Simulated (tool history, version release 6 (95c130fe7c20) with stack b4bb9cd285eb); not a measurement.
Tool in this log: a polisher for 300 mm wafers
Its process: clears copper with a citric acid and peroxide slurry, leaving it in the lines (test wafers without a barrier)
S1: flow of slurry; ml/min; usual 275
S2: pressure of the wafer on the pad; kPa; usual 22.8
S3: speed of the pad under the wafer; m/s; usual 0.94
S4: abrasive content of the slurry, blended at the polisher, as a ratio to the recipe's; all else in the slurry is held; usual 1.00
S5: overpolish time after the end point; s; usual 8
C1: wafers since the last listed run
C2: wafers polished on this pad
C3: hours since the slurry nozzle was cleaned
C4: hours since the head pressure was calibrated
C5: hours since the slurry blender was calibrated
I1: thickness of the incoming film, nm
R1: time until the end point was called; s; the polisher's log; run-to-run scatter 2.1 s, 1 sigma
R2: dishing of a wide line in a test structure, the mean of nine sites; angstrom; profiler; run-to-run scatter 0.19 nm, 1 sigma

run,hour,S1,S2,S3,S4,S5,C1,C2,C3,C4,C5,I1,R1,R2
1,0.0,275,22.8,0.94,1.00,8,0,1921,402.8,496.1,32.8,308.2,166.4,110
# hour 7.2: worn pad replaced by a new one
# hour 168.7: slurry nozzle cleaned
# hour 179.6: slurry blender recalibrated
2,194.4,275,22.8,0.94,1.00,8,1777,1747,25.7,690.5,14.8,305.9,163.7,111
# hour 248.1: worn pad replaced by a new one
3,288.4,330,22.8,0.94,1.00,8,853,381,119.7,784.5,108.8,309.1,163.5,112
# hour 375.4: slurry blender recalibrated
4,395.6,330,22.8,0.94,1.00,8,997,1379,226.9,891.7,20.2,305.3,160.4,112
# hour 438.0: worn pad replaced by a new one
5,483.0,330,22.8,0.94,1.00,8,790,426,314.3,979.1,107.6,311.3,165.7,113
6,569.0,275,19.3,0.94,0.95,8,815,1242,400.3,1065.1,193.6,316.1,192.6,98
# hour 576.6: slurry blender recalibrated
# hour 584.2: head pressure recalibrated
# hour 645.5: worn pad replaced by a new one
7,648.2,275,19.3,0.94,0.95,8,675,25,479.5,64.0,71.6,309.8,181.8,99
8,701.1,275,26.2,0.64,1.00,12,501,527,532.4,116.9,124.5,315.5,195.8,141
# hour 746.7: slurry nozzle cleaned
9,765.6,205,22.8,1.16,1.10,6,602,1129,18.9,181.4,189.0,307.9,142.5,97
# hour 767.9: slurry blender recalibrated
10,802.1,315,24.8,0.68,1.00,12,327,1456,55.4,217.9,34.2,311.0,191.0,143
11,853.7,275,22.8,0.66,0.75,8,489,1945,107.0,269.5,85.8,312.5,222.4,85
# hour 885.9: worn pad replaced by a new one
12,924.6,275,22.8,0.94,1.00,8,634,367,177.9,340.4,156.7,313.7,168.5,111
# hour 963.2: slurry blender recalibrated
13,979.6,350,22.8,1.16,1.00,8,502,869,232.9,395.4,16.4,312.0,140.0,134

Predict the results of run 14:
14,1058.4,275,28.3,0.94,1.00,6,747,1617,311.7,474.2,95.2,311.2,?,?

R1: 141.1 s
R2: 99 angstrom
Minus the tool's unlogged condition, the same run would have read R1 141.1 s, R2 99 angstrom.

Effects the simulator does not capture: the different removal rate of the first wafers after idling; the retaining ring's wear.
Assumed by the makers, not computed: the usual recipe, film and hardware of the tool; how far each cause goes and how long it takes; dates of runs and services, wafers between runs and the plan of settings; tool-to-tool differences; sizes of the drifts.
